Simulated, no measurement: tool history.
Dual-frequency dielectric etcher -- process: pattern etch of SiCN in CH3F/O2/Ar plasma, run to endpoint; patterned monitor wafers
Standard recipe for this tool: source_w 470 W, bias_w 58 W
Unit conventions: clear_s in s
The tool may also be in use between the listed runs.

| run | day | source_w | bias_w | incoming incoming film thickness, nm | clear_s |
|---|---|---|---|---|---|
| 1 | 0.000 | 470 | 58 | 11.00 | 30.5 |
| 2 | 0.425 | 470 | 58 | 10.80 | 29.9 |
| 3 | 1.000 | 470 | 58 | 10.86 | 30.2 |
| 4 | 1.696 | 470 | 58 | 10.88 | 30.1 |
| 5 | 2.121 | 470 | 58 | 10.85 | 30.2 |
| 6 | 2.579 | 510 | 58 | 10.89 | 29.5 |
| 7 | 2.842 | 400 | 52 | 10.93 | 33.1 |
| 8 | 3.229 | 400 | 52 | 10.88 | 33.0 |
| 9 | 3.883 | 400 | 52 | 10.80 | 32.9 |
| 10 | 4.421 | 470 | 58 | 10.93 | 30.3 |
| 11 | 4.829 | 470 | 58 | 10.93 | 30.6 |
|  | 5.192 | source power generator calibrated |
| 12 | 5.367 | 470 | 58 | 10.77 | 30.0 |
| 13 | 5.929 | 470 | 58 | 10.87 | 30.5 |
| 14 | 6.675 | 470 | 58 | 10.96 | 30.9 |
| 15 | 7.246 | 560 | 63 | 11.06 | 28.4 |
|  | 9.362 | upper electrode replaced |
|  | 9.712 | wet clean of the chamber |
| 16 | 9.733 | 510 | 54 | 10.86 | 28.5 |
| 17 | 11.154 | 580 | 72 | 10.96 | 25.4 |
| 18 | 11.896 | 470 | 58 | 10.96 | 29.2 |
|  | 12.383 | bias power generator calibrated |
| 19 | 12.404 | 470 | 70 | 10.85 | 27.3 |
| 20 | 12.679 | 500 | 65 | 10.94 | 27.8 |
| 21 | 13.271 | 470 | 58 | 10.90 | 29.3 |
| 22 | 13.688 | 400 | 66 | 10.89 | 29.8 |
| 23 | 14.133 | 550 | 53 | 10.99 | 28.7 |
| 24 | 14.521 | 440 | 58 | 10.82 | 29.7 |
| 25 | 15.100 | 380 | 58 | 10.85 | 31.5 |
| 26 | 15.608 | 350 | 44 | 10.89 | 35.3 |
| 27 | 16.183 | 530 | 62 | 10.81 | 27.4 |
| 28 | 16.558 | 470 | 58 | 10.95 | 29.7 |
| 29 | 17.079 | 380 | 50 | 10.98 | 33.5 |
| 30 | 17.538 | 400 | 52 | 10.87 | 32.0 |
| 31 | 17.854 | 570 | 66 | 11.00 | 26.7 |
| 32 | 18.112 | 390 | 52 | 11.01 | 33.0 |
| 33 | 18.392 | 410 | 58 | 10.89 | 30.9 |
| 34 | 18.654 | 570 | 67 | 10.85 | 26.5 |

What if the next run were any one of these 5? Each begins from the tool's condition after run 34:
| A | 18.671 | 470 | 58 | 10.93 | ? |
| B | 18.671 | 540 | 66 | 10.93 | ? |
| C | 18.671 | 510 | 52 | 10.93 | ? |
| D | 18.671 | 530 | 68 | 10.93 | ? |
| E | 18.671 | 570 | 48 | 10.93 | ? |

| run | clear_s |
|---|---|
| A | 29.8 |
| B | 27.3 |
| C | 29.8 |
| D | 27.2 |
| E | 29.2 |
Take away the tool's hidden state, keep each run's random variation, and the runs would have read:
| run | clear_s |
|---|---|
| A | 29.2 |
| B | 26.7 |
| C | 29.2 |
| D | 26.7 |
| E | 28.6 |
